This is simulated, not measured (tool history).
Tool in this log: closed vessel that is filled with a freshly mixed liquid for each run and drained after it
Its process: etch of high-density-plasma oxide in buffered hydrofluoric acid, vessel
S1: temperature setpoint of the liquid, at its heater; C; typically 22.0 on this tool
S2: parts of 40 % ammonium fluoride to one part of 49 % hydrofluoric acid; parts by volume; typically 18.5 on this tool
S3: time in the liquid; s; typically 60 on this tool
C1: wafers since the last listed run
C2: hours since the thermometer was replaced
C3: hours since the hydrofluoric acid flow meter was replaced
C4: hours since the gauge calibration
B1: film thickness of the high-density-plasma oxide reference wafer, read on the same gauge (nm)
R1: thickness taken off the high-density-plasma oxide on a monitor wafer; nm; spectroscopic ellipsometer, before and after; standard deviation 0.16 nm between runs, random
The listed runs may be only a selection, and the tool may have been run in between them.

run	hour	S1	S2	S3	C1	C2	C3	C4	B1	R1
1	0.0	22.0	24.0	60	0	1120.7	1940.1	515.9	110.05	33.07
2	17.9	22.0	24.0	60	1623	1138.6	1958.0	533.8	110.01	33.27
3	39.4	22.0	18.5	60	1950	1160.1	1979.5	555.3	110.02	40.59
4	73.6	22.0	15.5	60	3101	1194.3	2013.7	589.5	109.99	48.18
5	103.3	22.0	15.5	60	2693	1224.0	2043.4	619.2	110.00	48.21
6	128.4	19.5	14.5	60	2276	1249.1	2068.5	644.3	110.02	44.85
7	157.0	22.0	18.5	60	2593	1277.7	2097.1	672.9	109.98	40.43
8	174.3	22.0	18.5	60	1569	1295.0	2114.4	690.2	110.00	40.50
9	192.4	23.5	18.5	60	1641	1313.1	2132.5	708.3	110.00	43.79
10	293.6	26.5	18.5	60	9178	1414.3	2233.7	809.5	110.04	51.85
11	312.7	22.0	18.5	60	1732	1433.4	2252.8	828.6	109.96	40.74
# hour 338.0: hydrofluoric acid flow meter replaced
12	343.5	22.0	18.5	90	2702	1464.2	5.5	859.4	110.01	60.91
# hour 349.2: gauge calibrated
13	368.5	26.5	11.0	60	2267	1489.2	30.5	19.3	110.03	85.71
# hour 383.4: thermometer replaced
14	389.0	22.0	18.5	60	1768	5.6	51.0	39.8	109.99	40.48
15	423.1	22.0	24.5	80	3092	39.7	85.1	73.9	110.01	43.26
16	448.0	18.5	18.5	35	2258	64.6	110.0	98.8	109.98	19.43
17	482.1	17.5	14.5	95	3092	98.7	144.1	132.9	110.02	63.49
18	500.1	22.0	23.5	85	1632	116.7	162.1	150.9	109.98	47.58
19	522.5	22.0	18.5	60	2031	139.1	184.5	173.3	110.00	40.30
20	539.5	25.5	12.0	70	1541	156.1	201.5	190.3	109.98	87.51
21	571.9	22.0	18.5	60	2938	188.5	233.9	222.7	110.03	40.69
22	607.5	18.5	14.5	70	3228	224.1	269.5	258.3	110.04	49.06
23	638.2	22.0	18.5	60	2784	254.8	300.2	289.0	110.02	40.85
24	698.4	19.0	13.0	45	5460	315.0	360.4	349.2	110.00	36.67
25	729.3	22.0	18.5	60	2802	345.9	391.3	380.1	110.01	40.68
26	747.5	18.5	18.5	35	1650	364.1	409.5	398.3	110.04	19.47
27	774.5	22.0	18.5	60	2448	391.1	436.5	425.3	109.98	40.72
28	791.0	22.0	18.5	60	1496	407.6	453.0	441.8	109.96	40.70
29	826.9	17.0	24.0	45	3256	443.5	488.9	477.7	109.99	18.70
30	844.7	19.5	13.0	40	1614	461.3	506.7	495.5	110.03	33.16
31	873.3	22.0	13.5	60	2593	489.9	535.3	524.1	110.01	55.41

For each entry between runs, how does the tool's hidden state at the last listed run before it compare with that at the first listed run after it?
After run 11, before run 12: hydrofluoric acid flow meter replaced (hour 338.0)
  no difference in the tool's unlogged condition between these two runs
After run 12, before run 13: gauge calibrated (hour 349.2)
  no difference in the tool's unlogged condition between these two runs
After run 13, before run 14: thermometer replaced (hour 383.4)
  no difference in the tool's unlogged condition between these two runs
